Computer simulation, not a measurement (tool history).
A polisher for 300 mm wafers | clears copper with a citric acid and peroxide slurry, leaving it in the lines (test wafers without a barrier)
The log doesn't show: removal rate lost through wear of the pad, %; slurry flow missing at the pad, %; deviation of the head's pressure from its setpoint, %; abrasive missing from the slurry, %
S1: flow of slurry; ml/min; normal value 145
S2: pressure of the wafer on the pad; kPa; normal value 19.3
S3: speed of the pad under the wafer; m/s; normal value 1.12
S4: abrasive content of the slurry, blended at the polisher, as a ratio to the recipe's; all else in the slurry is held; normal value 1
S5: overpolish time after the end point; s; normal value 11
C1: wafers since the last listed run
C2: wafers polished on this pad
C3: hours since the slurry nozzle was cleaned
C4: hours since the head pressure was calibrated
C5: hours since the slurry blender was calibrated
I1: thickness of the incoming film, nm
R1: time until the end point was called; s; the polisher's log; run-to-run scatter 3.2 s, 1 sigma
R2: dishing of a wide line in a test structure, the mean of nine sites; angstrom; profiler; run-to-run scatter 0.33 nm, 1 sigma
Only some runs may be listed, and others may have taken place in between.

run	hour	S1	S2	S3	S4	S5	C1	C2	C3	C4	C5	I1	R1	R2
1	0	145	19.3	1.12	1	11	0	975	870.2	586.5	160.7	377.9	227.3	151
# hour 26.2: slurry nozzle cleaned
2	69.5	145	19.3	1.12	1	11	344	1320	43.3	656	230.2	377.7	233	153
3	140.8	145	19.3	1.12	1	11	359	1679	114.6	727.3	301.5	376.4	221.3	151
# hour 177.6: worn pad replaced by a new one
# hour 241.8: slurry blender recalibrated
4	244.9	145	19.3	1.12	1	11	493	328	218.7	831.4	3.1	371.2	219.7	161
# hour 254: head pressure recalibrated
5	290.7	145	19.3	1.12	1	11	220	549	264.5	36.7	48.9	379.6	222.8	160
6	362.2	145	19.3	0.84	1	11	360	909	336	108.2	120.4	378.7	277.9	131
7	469.3	145	19.3	1.22	1	11	539	1448	443.1	215.3	227.5	369.7	218.8	157
8	520.1	145	19.3	1.22	1	11	255	1704	493.9	266.1	278.3	371.9	219.6	155
# hour 544.9: worn pad replaced by a new one
9	574.4	145	19.3	1.22	1	11	253	148	548.2	320.4	332.6	372.7	207.8	171
10	660.2	145	15.9	1.12	1	11	432	580	634	406.2	418.4	381.1	270.2	133
# hour 676.5: slurry blender recalibrated
11	705.4	145	19.3	1.52	1	11	217	798	679.2	451.4	28.9	373.4	188.6	184
12	801.5	145	19.3	1.4	1.15	17	483	1282	775.3	547.5	125	374.3	195.8	258
# hour 835.6: worn pad replaced by a new one, of another model than before
13	845.5	145	19.3	0.92	1	11	201	49	819.3	591.5	169	372.4	210.5	161
# hour 936: slurry nozzle cleaned
14	936.5	95	19.3	1.34	1.2	9	453	503	0.5	682.5	260	378.7	231.7	125
# hour 1089.7: slurry blender recalibrated
# hour 1113.4: head pressure recalibrated
# hour 1171.8: worn pad replaced by a new one
15	1172.3	175	13.8	1.12	0.85	11	1147	2	236.3	58.9	82.6	374.3	261.5	142
16	1224.1	145	19.3	1.12	1	11	260	263	288.1	110.7	134.4	376.3	215.5	161
17	1321.4	145	19.3	1.22	1	11	489	753	385.4	208	231.7	370	220	159
18	1410.6	145	19.3	1.12	1	11	449	1202	474.6	297.2	320.9	371.9	232.8	147

Run 19 has not been measured yet. What should we expect?
# hour 1436.8: slurry blender recalibrated
19	1472.7	145	24.1	1.12	1.2	11	302	1505	536.7	359.3	35.9	379.6	?	?

Run 19 yielded R1 194.9 s, R2 188 angstrom.
Without the tool's hidden state the same run would have given R1 167.2 s, R2 217 angstrom.

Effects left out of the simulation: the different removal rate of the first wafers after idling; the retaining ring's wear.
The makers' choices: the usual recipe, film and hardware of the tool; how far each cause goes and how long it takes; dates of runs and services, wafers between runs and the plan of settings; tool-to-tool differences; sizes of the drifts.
